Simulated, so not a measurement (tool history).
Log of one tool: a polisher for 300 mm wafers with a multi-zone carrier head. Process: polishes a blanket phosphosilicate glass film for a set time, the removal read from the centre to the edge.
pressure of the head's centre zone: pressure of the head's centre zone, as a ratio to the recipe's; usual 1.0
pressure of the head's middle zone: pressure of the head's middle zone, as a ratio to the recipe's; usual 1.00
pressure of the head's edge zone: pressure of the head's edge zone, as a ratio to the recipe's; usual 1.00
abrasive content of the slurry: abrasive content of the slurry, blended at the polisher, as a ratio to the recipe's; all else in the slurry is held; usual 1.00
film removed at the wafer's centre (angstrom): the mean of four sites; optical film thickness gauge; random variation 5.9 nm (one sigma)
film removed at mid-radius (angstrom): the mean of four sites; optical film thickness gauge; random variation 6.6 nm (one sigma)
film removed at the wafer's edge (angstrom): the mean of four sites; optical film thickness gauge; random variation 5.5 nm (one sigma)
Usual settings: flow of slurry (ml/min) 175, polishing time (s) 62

run,hour,flow of slurry (ml/min),pressure of the head's centre zone,pressure of the head's middle zone,pressure of the head's edge zone,abrasive content of the slurry,polishing time (s),wafers since the last listed run,wafers polished on this pad,hours since the slurry nozzle was cleaned,hours since the centre zone pressure was calibrated,hours since the edge zone pressure was calibrated,hours since the carrier head's membrane was replaced,"incoming thickness of the incoming film, nm",film removed at the wafer's centre (angstrom),film removed at mid-radius (angstrom),film removed at the wafer's edge (angstrom)
1,0.0,150,1.0,1.00,1.00,1.00,62,0,792,368.2,640.2,621.4,1201.9,2218.9,4815,4886,4880
# hour 12.6: slurry nozzle cleaned
2,68.5,150,1.0,1.00,1.00,1.00,62,419,1212,55.9,708.7,689.9,1270.4,2208.1,4877,4920,4866
# hour 103.0: worn pad replaced by a new one
3,141.9,150,1.0,1.00,1.00,1.00,62,431,242,129.3,782.1,763.3,1343.8,2240.4,4840,4871,4912
4,217.6,175,1.0,1.00,1.00,0.85,62,470,712,205.0,857.8,839.0,1419.5,2230.4,4727,4751,4687
5,294.9,175,1.0,1.00,1.00,0.85,62,480,1193,282.3,935.1,916.3,1496.8,2229.1,4793,4715,4691
# hour 303.8: worn pad replaced by a new one
# hour 341.6: slurry nozzle cleaned
6,402.3,175,1.0,1.00,1.00,0.85,62,636,606,60.7,1042.5,1023.7,1604.2,2236.2,4660,4751,4775
7,441.7,145,1.0,1.00,1.00,1.00,62,245,851,100.1,1081.9,1063.1,1643.6,2245.4,4770,4770,4800
# hour 490.2: worn pad replaced by a new one
8,490.7,175,1.0,1.00,1.11,1.00,62,279,2,149.1,1130.9,1112.1,1692.6,2239.0,5071,5000,5244
9,549.7,175,1.1,1.00,1.00,1.00,48,366,369,208.1,1189.9,1171.1,1751.6,2195.9,4266,3920,3926
# hour 613.7: carrier head's membrane replaced by a new one
# hour 624.7: centre zone pressure recalibrated
10,625.2,175,1.0,1.00,1.00,1.00,62,426,795,283.6,0.5,1246.6,11.5,2240.5,4985,4993,4915
11,691.4,150,1.0,0.94,0.96,0.85,62,411,1207,349.8,66.7,1312.8,77.7,2206.3,4617,4369,4481

Forecast run 12:
# hour 716.1: worn pad replaced by a new one
# hour 720.1: slurry nozzle cleaned
# hour 738.7: edge zone pressure recalibrated
12,797.0,175,1.0,1.00,1.00,1.00,62,613,484,76.9,172.3,58.3,183.3,2227.6,?,?,?

film removed at the wafer's centre (angstrom): 5088
film removed at mid-radius (angstrom): 5053
film removed at the wafer's edge (angstrom): 4960
Without the tool's hidden state the same run would have given film removed at the wafer's centre (angstrom) 5088, film removed at mid-radius (angstrom) 5053, film removed at the wafer's edge (angstrom) 4960.

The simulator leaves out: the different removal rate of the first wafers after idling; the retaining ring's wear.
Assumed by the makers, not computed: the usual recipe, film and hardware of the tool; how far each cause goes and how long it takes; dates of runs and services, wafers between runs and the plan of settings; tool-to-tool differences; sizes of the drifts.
